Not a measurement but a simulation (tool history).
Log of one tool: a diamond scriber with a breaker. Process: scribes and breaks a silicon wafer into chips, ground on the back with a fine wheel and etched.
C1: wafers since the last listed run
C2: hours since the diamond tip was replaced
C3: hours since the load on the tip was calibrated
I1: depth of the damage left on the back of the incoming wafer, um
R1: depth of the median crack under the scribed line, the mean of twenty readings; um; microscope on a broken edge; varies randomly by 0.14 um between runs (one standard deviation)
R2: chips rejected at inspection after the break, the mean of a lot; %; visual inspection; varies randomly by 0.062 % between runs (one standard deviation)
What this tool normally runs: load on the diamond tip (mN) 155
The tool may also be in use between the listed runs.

{"run": 1, "hour": 0.0, "load on the diamond tip (mN)": 155, "C1": 0, "C2": 33.7, "C3": 747.4, "I1": 0.77, "R1": 12.93, "R2": 0.93}
{"run": 2, "hour": 29.1, "load on the diamond tip (mN)": 155, "C1": 135, "C2": 62.8, "C3": 776.5, "I1": 0.44, "R1": 12.66, "R2": 0.88}
{"run": 3, "hour": 86.7, "load on the diamond tip (mN)": 155, "C1": 267, "C2": 120.4, "C3": 834.1, "I1": 0.41, "R1": 12.64, "R2": 0.92}
{"run": 4, "hour": 116.0, "load on the diamond tip (mN)": 155, "C1": 136, "C2": 149.7, "C3": 863.4, "I1": 0.35, "R1": 12.6, "R2": 0.9}
{"run": 5, "hour": 141.8, "load on the diamond tip (mN)": 155, "C1": 120, "C2": 175.5, "C3": 889.2, "I1": 0.36, "R1": 12.63, "R2": 0.82}
{"run": 6, "hour": 185.5, "load on the diamond tip (mN)": 155, "C1": 203, "C2": 219.2, "C3": 932.9, "I1": 0.4, "R1": 12.61, "R2": 0.99}
{"run": 7, "hour": 232.5, "load on the diamond tip (mN)": 155, "C1": 218, "C2": 266.2, "C3": 979.9, "I1": 0.45, "R1": 12.26, "R2": 0.84}
{"run": 8, "hour": 297.2, "load on the diamond tip (mN)": 123, "C1": 300, "C2": 330.9, "C3": 1044.6, "I1": 0.72, "R1": 11.52, "R2": 2.24}
{"run": 9, "hour": 340.1, "load on the diamond tip (mN)": 123, "C1": 199, "C2": 373.8, "C3": 1087.5, "I1": 0.75, "R1": 11.57, "R2": 2.26}
{"run": 10, "hour": 383.2, "load on the diamond tip (mN)": 155, "C1": 200, "C2": 416.9, "C3": 1130.6, "I1": 0.37, "R1": 12.08, "R2": 0.94}
{"run": 11, "hour": 530.2, "load on the diamond tip (mN)": 155, "C1": 683, "C2": 563.9, "C3": 1277.6, "I1": 0.32, "R1": 12.04, "R2": 1.02}
{"run": 12, "hour": 561.9, "load on the diamond tip (mN)": 155, "C1": 147, "C2": 595.6, "C3": 1309.3, "I1": 0.57, "R1": 12.13, "R2": 1.02}
{"hour": 598.4, "done": "diamond tip replaced by a new one"}
{"run": 13, "hour": 608.3, "load on the diamond tip (mN)": 155, "C1": 206, "C2": 9.9, "C3": 1355.7, "I1": 0.77, "R1": 13, "R2": 1.06}
{"run": 14, "hour": 642.9, "load on the diamond tip (mN)": 155, "C1": 160, "C2": 44.5, "C3": 1390.3, "I1": 0.73, "R1": 12.94, "R2": 1.03}
{"run": 15, "hour": 708.5, "load on the diamond tip (mN)": 180, "C1": 305, "C2": 110.1, "C3": 1455.9, "I1": 0.48, "R1": 13.72, "R2": 2.09}
{"hour": 722.5, "done": "load on the tip recalibrated"}
{"run": 16, "hour": 773.9, "load on the diamond tip (mN)": 155, "C1": 294, "C2": 175.5, "C3": 51.4, "I1": 0.43, "R1": 11.98, "R2": 1.21}
{"run": 17, "hour": 803.9, "load on the diamond tip (mN)": 155, "C1": 139, "C2": 205.5, "C3": 81.4, "I1": 0.52, "R1": 11.89, "R2": 1.21}
{"run": 18, "hour": 860.9, "load on the diamond tip (mN)": 120, "C1": 265, "C2": 262.5, "C3": 138.4, "I1": 0.45, "R1": 10.73, "R2": 3.76}
{"run": 19, "hour": 917.0, "load on the diamond tip (mN)": 120, "C1": 260, "C2": 318.6, "C3": 194.5, "I1": 0.39, "R1": 10.82, "R2": 4.57}
{"run": 20, "hour": 970.7, "load on the diamond tip (mN)": 125, "C1": 249, "C2": 372.3, "C3": 248.2, "I1": 0.69, "R1": 10.87, "R2": 3.78}
{"run": 21, "hour": 1008.6, "load on the diamond tip (mN)": 155, "C1": 176, "C2": 410.2, "C3": 286.1, "I1": 0.58, "R1": 11.68, "R2": 1.52}
{"run": 22, "hour": 1066.2, "load on the diamond tip (mN)": 123, "C1": 267, "C2": 467.8, "C3": 343.7, "I1": 0.76, "R1": 10.89, "R2": 4.82}
{"run": 23, "hour": 1154.9, "load on the diamond tip (mN)": 174, "C1": 412, "C2": 556.5, "C3": 432.4, "I1": 0.68, "R1": 12.26, "R2": 1.03}
{"hour": 1214.4, "done": "diamond tip replaced by a new one"}
{"run": 24, "hour": 1223.9, "load on the diamond tip (mN)": 139, "C1": 311, "C2": 9.5, "C3": 501.4, "I1": 0.45, "R1": 12.04, "R2": 1.06}
{"run": 25, "hour": 1261.3, "load on the diamond tip (mN)": 155, "C1": 173, "C2": 46.9, "C3": 538.8, "I1": 0.36, "R1": 12.64, "R2": 0.84}
{"run": 26, "hour": 1323.4, "load on the diamond tip (mN)": 116, "C1": 288, "C2": 109, "C3": 600.9, "I1": 0.79, "R1": 11.33, "R2": 2.68}
{"run": 27, "hour": 1357.1, "load on the diamond tip (mN)": 169, "C1": 156, "C2": 142.7, "C3": 634.6, "I1": 0.71, "R1": 12.9, "R2": 1.01}
{"run": 28, "hour": 1399.8, "load on the diamond tip (mN)": 155, "C1": 198, "C2": 185.4, "C3": 677.3, "I1": 0.45, "R1": 12.2, "R2": 0.91}
{"run": 29, "hour": 1464.5, "load on the diamond tip (mN)": 155, "C1": 300, "C2": 250.1, "C3": 742, "I1": 0.79, "R1": 12.43, "R2": 0.77}
{"run": 30, "hour": 1526.9, "load on the diamond tip (mN)": 155, "C1": 290, "C2": 312.5, "C3": 804.4, "I1": 0.68, "R1": 12.31, "R2": 0.99}
{"run": 31, "hour": 1576.6, "load on the diamond tip (mN)": 197, "C1": 231, "C2": 362.2, "C3": 854.1, "I1": 0.42, "R1": 13.75, "R2": 1.9}
{"run": 32, "hour": 1648.0, "load on the diamond tip (mN)": 176, "C1": 332, "C2": 433.6, "C3": 925.5, "I1": 0.58, "R1": 12.6, "R2": 0.87}
{"run": 33, "hour": 1687.7, "load on the diamond tip (mN)": 179, "C1": 184, "C2": 473.3, "C3": 965.2, "I1": 0.51, "R1": 12.6, "R2": 1}
{"run": 34, "hour": 1755.1, "load on the diamond tip (mN)": 177, "C1": 313, "C2": 540.7, "C3": 1032.6, "I1": 0.52, "R1": 12.91, "R2": 0.86}
{"run": 35, "hour": 1794.6, "load on the diamond tip (mN)": 138, "C1": 183, "C2": 580.2, "C3": 1072.1, "I1": 0.63, "R1": 11.44, "R2": 2}
{"hour": 1804.8, "done": "diamond tip replaced by a new one"}
{"run": 36, "hour": 1847.5, "load on the diamond tip (mN)": 172, "C1": 236, "C2": 42.7, "C3": 1125, "I1": 0.4, "R1": 13.08, "R2": 1.4}
{"run": 37, "hour": 1891.0, "load on the diamond tip (mN)": 189, "C1": 202, "C2": 86.2, "C3": 1168.5, "I1": 0.41, "R1": 13.83, "R2": 2.41}
{"run": 38, "hour": 1990.7, "load on the diamond tip (mN)": 155, "C1": 463, "C2": 185.9, "C3": 1268.2, "I1": 0.62, "R1": 12.43, "R2": 0.86}
{"run": 39, "hour": 2036.6, "load on the diamond tip (mN)": 199, "C1": 213, "C2": 231.8, "C3": 1314.1, "I1": 0.55, "R1": 13.62, "R2": 2.54}
{"run": 40, "hour": 2089.7, "load on the diamond tip (mN)": 155, "C1": 246, "C2": 284.9, "C3": 1367.2, "I1": 0.67, "R1": 12.55, "R2": 0.81}
{"run": 41, "hour": 2133.9, "load on the diamond tip (mN)": 176, "C1": 205, "C2": 329.1, "C3": 1411.4, "I1": 0.65, "R1": 13.23, "R2": 1.21}
{"run": 42, "hour": 2185.0, "load on the diamond tip (mN)": 195, "C1": 237, "C2": 380.2, "C3": 1462.5, "I1": 0.36, "R1": 13.65, "R2": 1.86}

3 options for the next run, each taken on its own from the tool as it stands now. Forecast them:
{"run": "A", "hour": 2185.6, "load on the diamond tip (mN)": 155, "C1": 2, "C2": 380.8, "C3": 1463.1, "I1": 0.49, "R1": "?", "R2": "?"}
{"run": "B", "hour": 2185.6, "load on the diamond tip (mN)": 188, "C1": 2, "C2": 380.8, "C3": 1463.1, "I1": 0.49, "R1": "?", "R2": "?"}
{"run": "C", "hour": 2185.6, "load on the diamond tip (mN)": 200, "C1": 2, "C2": 380.8, "C3": 1463.1, "I1": 0.49, "R1": "?", "R2": "?"}

run=A R1=12.46 R2=0.86
run=B R1=13.48 R2=1.49
run=C R1=13.85 R2=2.1
Take away the tool's hidden state, keep each run's random variation, and the runs would have read:
run=A R1=12.61 R2=0.84
run=B R1=13.65 R2=1.74
run=C R1=14.02 R2=2.45
